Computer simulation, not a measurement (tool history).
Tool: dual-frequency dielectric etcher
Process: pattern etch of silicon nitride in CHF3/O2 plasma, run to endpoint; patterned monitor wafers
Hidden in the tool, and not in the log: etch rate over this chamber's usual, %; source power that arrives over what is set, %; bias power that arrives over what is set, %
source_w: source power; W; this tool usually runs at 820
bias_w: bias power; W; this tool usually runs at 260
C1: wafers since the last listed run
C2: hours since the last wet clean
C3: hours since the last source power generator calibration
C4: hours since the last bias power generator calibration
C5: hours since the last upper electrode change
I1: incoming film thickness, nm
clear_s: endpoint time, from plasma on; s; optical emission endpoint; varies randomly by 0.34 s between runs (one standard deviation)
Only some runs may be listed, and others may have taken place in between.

Run 1, hour 0: usual settings; C1 0; C2 380.8; C3 2469.7; C4 1949.1; C5 2073.9; I1 104.4. Result: clear_s 48.7 s.
At hour 39.6: wet clean of the chamber.
Run 2, hour 40.1: usual settings; C1 224; C2 0.5; C3 2509.8; C4 1989.2; C5 2114; I1 105.1. Result: clear_s 51.5 s.
Run 3, hour 70: usual settings; C1 417; C2 30.4; C3 2539.7; C4 2019.1; C5 2143.9; I1 104.4. Result: clear_s 50.1 s.
Run 4, hour 102.1: usual settings; C1 448; C2 62.5; C3 2571.8; C4 2051.2; C5 2176; I1 104.5. Result: clear_s 50.1 s.
Run 5, hour 136.9: usual settings; C1 486; C2 97.3; C3 2606.6; C4 2086; C5 2210.8; I1 104.2. Result: clear_s 50.2 s.
Run 6, hour 151.6: usual settings; C1 205; C2 112; C3 2621.3; C4 2100.7; C5 2225.5; I1 104.6. Result: clear_s 50 s.
Run 7, hour 186: usual settings but source_w 720 W; C1 480; C2 146.4; C3 2655.7; C4 2135.1; C5 2259.9; I1 104.9. Result: clear_s 52.5 s.
Run 8, hour 215.1: usual settings but bias_w 232 W; C1 406; C2 175.5; C3 2684.8; C4 2164.2; C5 2289; I1 104.4. Result: clear_s 50.7 s.
At hour 323.5: upper electrode replaced.
Run 9, hour 324: usual settings but bias_w 306 W; C1 1186; C2 284.4; C3 2793.7; C4 2273.1; C5 0.5; I1 104.8. Result: clear_s 46.4 s.
Run 10, hour 336.2: usual settings but bias_w 306 W; C1 170; C2 296.6; C3 2805.9; C4 2285.3; C5 12.7; I1 104. Result: clear_s 45.5 s.
Run 11, hour 353.5: usual settings but bias_w 306 W; C1 241; C2 313.9; C3 2823.2; C4 2302.6; C5 30; I1 104.2. Result: clear_s 46.4 s.
Run 12, hour 376.1: usual settings but bias_w 308 W; C1 315; C2 336.5; C3 2845.8; C4 2325.2; C5 52.6; I1 104.6. Result: clear_s 46 s.
Run 13, hour 393.9: usual settings but bias_w 299 W; C1 248; C2 354.3; C3 2863.6; C4 2343; C5 70.4; I1 103.6. Result: clear_s 45.8 s.
At hour 478.1: wet clean of the chamber.
Run 14, hour 478.6: usual settings; C1 848; C2 0.5; C3 2948.3; C4 2427.7; C5 155.1; I1 104.3. Result: clear_s 50.3 s.
Run 15, hour 488.6: usual settings; C1 139; C2 10.5; C3 2958.3; C4 2437.7; C5 165.1; I1 104.6. Result: clear_s 50.7 s.
At hour 501.4: source power generator calibrated.
Run 16, hour 506.4: usual settings; C1 192; C2 28.3; C3 5; C4 2455.5; C5 182.9; I1 105.4. Result: clear_s 51.2 s.
Run 17, hour 562.2: usual settings but source_w 640 W; C1 779; C2 84.1; C3 60.8; C4 2511.3; C5 238.7; I1 105.1. Result: clear_s 55.2 s.
Run 18, hour 583: usual settings but bias_w 201 W; C1 290; C2 104.9; C3 81.6; C4 2532.1; C5 259.5; I1 105.3. Result: clear_s 54.6 s.
Run 19, hour 606.3: usual settings but source_w 760 W; C1 325; C2 128.2; C3 104.9; C4 2555.4; C5 282.8; I1 104. Result: clear_s 51 s.
At hour 615.1: bias power generator calibrated.
Run 20, hour 636.3: usual settings; C1 363; C2 158.2; C3 134.9; C4 21.2; C5 312.8; I1 106.3. Result: clear_s 50.2 s.
Run 21, hour 651.7: usual settings but source_w 660 W, bias_w 309 W; C1 215; C2 173.6; C3 150.3; C4 36.6; C5 328.2; I1 104.4. Result: clear_s 51 s.
Run 22, hour 675.5: usual settings but source_w 940 W, bias_w 317 W; C1 332; C2 197.4; C3 174.1; C4 60.4; C5 352; I1 104.2. Result: clear_s 43.7 s.
Run 23, hour 711.1: usual settings but source_w 890 W, bias_w 325 W; C1 497; C2 233; C3 209.7; C4 96; C5 387.6; I1 104.3. Result: clear_s 44.8 s.
Run 24, hour 742.4: usual settings but source_w 960 W, bias_w 322 W; C1 437; C2 264.3; C3 241; C4 127.3; C5 418.9; I1 104.4. Result: clear_s 43 s.
Run 25, hour 754.5: usual settings but source_w 630 W; C1 169; C2 276.4; C3 253.1; C4 139.4; C5 431; I1 105.3. Result: clear_s 54.9 s.
Run 26, hour 771.1: usual settings but source_w 700 W; C1 231; C2 293; C3 269.7; C4 156; C5 447.6; I1 104.6. Result: clear_s 52.6 s.
Run 27, hour 791.4: usual settings but source_w 670 W; C1 283; C2 313.3; C3 290; C4 176.3; C5 467.9; I1 105.4. Result: clear_s 53.1 s.

How the hidden state differs across the entries between the runs, from the last listed run before each to the first after it:
In the gap between runs 1 and 2: wet clean of the chamber (hour 39.6)
  etch rate over this chamber's usual, %: 3.56 -> -0.188
  measured result minus the result with no hidden state, clear_s: -1.7 -> +0.1 s
In the gap between runs 8 and 9: upper electrode replaced (hour 323.5)
  etch rate over this chamber's usual, %: 1.92 -> 3.24
  measured result minus the result with no hidden state, clear_s: -1 -> -1.5 s
In the gap between runs 13 and 14: wet clean of the chamber (hour 478.1)
  etch rate over this chamber's usual, %: 4.08 -> -0.372
  measured result minus the result with no hidden state, clear_s: -1.9 -> +0.2 s
In the gap between runs 15 and 16: source power generator calibrated (hour 501.4)
  etch rate over this chamber's usual, %: -0.252 -> -0.0369
  measured result minus the result with no hidden state, clear_s: +0.1 -> +0 s
In the gap between runs 19 and 20: bias power generator calibrated (hour 615.1)
  etch rate over this chamber's usual, %: 1.17 -> 1.53
  measured result minus the result with no hidden state, clear_s: -0.6 -> -0.7 s
